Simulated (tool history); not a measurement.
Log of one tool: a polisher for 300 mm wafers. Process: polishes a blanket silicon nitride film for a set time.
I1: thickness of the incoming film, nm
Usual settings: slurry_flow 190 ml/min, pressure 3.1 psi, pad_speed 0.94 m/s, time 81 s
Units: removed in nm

Run 1, hour 0: usual settings; I1 763.8. Result: removed 110.6 nm.
Run 2, hour 70.3: usual settings; I1 758.4. Result: removed 105.8 nm.
Run 3, hour 121.6: usual settings; I1 765.3. Result: removed 102.4 nm.
Run 4, hour 172.1: usual settings but pressure 2.7 psi; I1 765.4. Result: removed 89.3 nm.
Run 5, hour 226.9: usual settings but pressure 2.7 psi; I1 767.5. Result: removed 86 nm.
At hour 290.6: worn pad replaced by a new one.
Run 6, hour 295.8: usual settings but pressure 2.7 psi; I1 774. Result: removed 94.1 nm.
Run 7, hour 367.3: usual settings but pad_speed 1.12 m/s; I1 757.5. Result: removed 112.7 nm.
Run 8, hour 397.3: usual settings but pad_speed 1.12 m/s; I1 771.6. Result: removed 107.7 nm.
Run 9, hour 432.7: usual settings; I1 764.4. Result: removed 97.4 nm.
Run 10, hour 489.7: usual settings; I1 769.4. Result: removed 96.9 nm.
Run 11, hour 555.7: usual settings; I1 763.1. Result: removed 94 nm.
At hour 561.8: worn pad replaced by a new one.
At hour 603.7: slurry nozzle cleaned.
Run 12, hour 610.6: usual settings; I1 770.5. Result: removed 107.2 nm.
Run 13, hour 639.2: usual settings; I1 768.7. Result: removed 105 nm.
Run 14, hour 676.3: usual settings; I1 774. Result: removed 102.8 nm.
Run 15, hour 705.4: usual settings; I1 756.7. Result: removed 103.5 nm.
At hour 724.3: head pressure recalibrated.
Run 16, hour 776.8: usual settings but slurry_flow 145 ml/min, pressure 2.8 psi, pad_speed 1.04 m/s, time 64 s; I1 771.8. Result: removed 73.4 nm.
Run 17, hour 805.1: usual settings; I1 785.1. Result: removed 101.2 nm.
At hour 828.6: worn pad replaced by a new one.
Run 18, hour 834.2: usual settings but slurry_flow 245 ml/min; I1 771.3. Result: removed 114.9 nm.
Run 19, hour 898.6: usual settings but pressure 4.1 psi, time 56 s; I1 776.4. Result: removed 95.6 nm.
Run 20, hour 957.1: usual settings but slurry_flow 250 ml/min, pressure 3.6 psi, pad_speed 0.74 m/s; I1 783.9. Result: removed 106.9 nm.
Run 21, hour 1014.2: usual settings but slurry_flow 245 ml/min, pressure 2.7 psi, time 90 s; I1 757.5. Result: removed 100.1 nm.
Run 22, hour 1063.2: usual settings but slurry_flow 220 ml/min, pressure 2.4 psi, pad_speed 1.22 m/s; I1 776.1. Result: removed 91.8 nm.
At hour 1132: worn pad replaced by a new one.
Run 23, hour 1132.5: usual settings but pad_speed 1.16 m/s; I1 766.1. Result: removed 117.7 nm.
Run 24, hour 1187.2: usual settings; I1 773.1. Result: removed 100.7 nm.
Run 25, hour 1213.8: usual settings but slurry_flow 220 ml/min, pressure 2.4 psi, pad_speed 1.22 m/s; I1 774. Result: removed 91.2 nm.
Run 26, hour 1282.4: usual settings but slurry_flow 255 ml/min, pressure 3.5 psi, pad_speed 0.72 m/s, time 65 s; I1 770.6. Result: removed 79.6 nm.
Run 27, hour 1307.9: usual settings but slurry_flow 135 ml/min, pressure 4.1 psi, pad_speed 0.76 m/s, time 74 s; I1 777.9. Result: removed 90.9 nm.
Run 28, hour 1371.9: usual settings but slurry_flow 175 ml/min, pressure 4 psi, pad_speed 0.74 m/s, time 70 s; I1 762.7. Result: removed 89.7 nm.
Run 29, hour 1415.3: usual settings; I1 758.5. Result: removed 92.2 nm.
At hour 1420.7: worn pad replaced by a new one.
At hour 1448.8: slurry nozzle cleaned.
Run 30, hour 1474.3: usual settings but slurry_flow 245 ml/min, pressure 4.2 psi, pad_speed 0.78 m/s, time 94 s; I1 780.3. Result: removed 154.2 nm.

4 ways to go on from here, each from the tool as it stands after run 30. What would each give?
Run A, hour 1474.7: usual settings but slurry_flow 165 ml/min; I1 773.2. Result: removed ?.
Run B, hour 1474.7: usual settings but slurry_flow 160 ml/min, pressure 4.1 psi, time 91 s; I1 773.2. Result: removed ?.
Run C, hour 1474.7: usual settings but slurry_flow 230 ml/min, pressure 2.7 psi, pad_speed 0.8 m/s, time 98 s; I1 773.2. Result: removed ?.
Run D, hour 1474.7: usual settings but slurry_flow 220 ml/min, pad_speed 1.12 m/s; I1 773.2. Result: removed ?.

run  removed
  A      105
  B      155
  C    106.6
  D      122
Without the tool's hidden state the same runs would have given:
run  removed
  A      111
  B    164.1
  C    112.3
  D    128.6
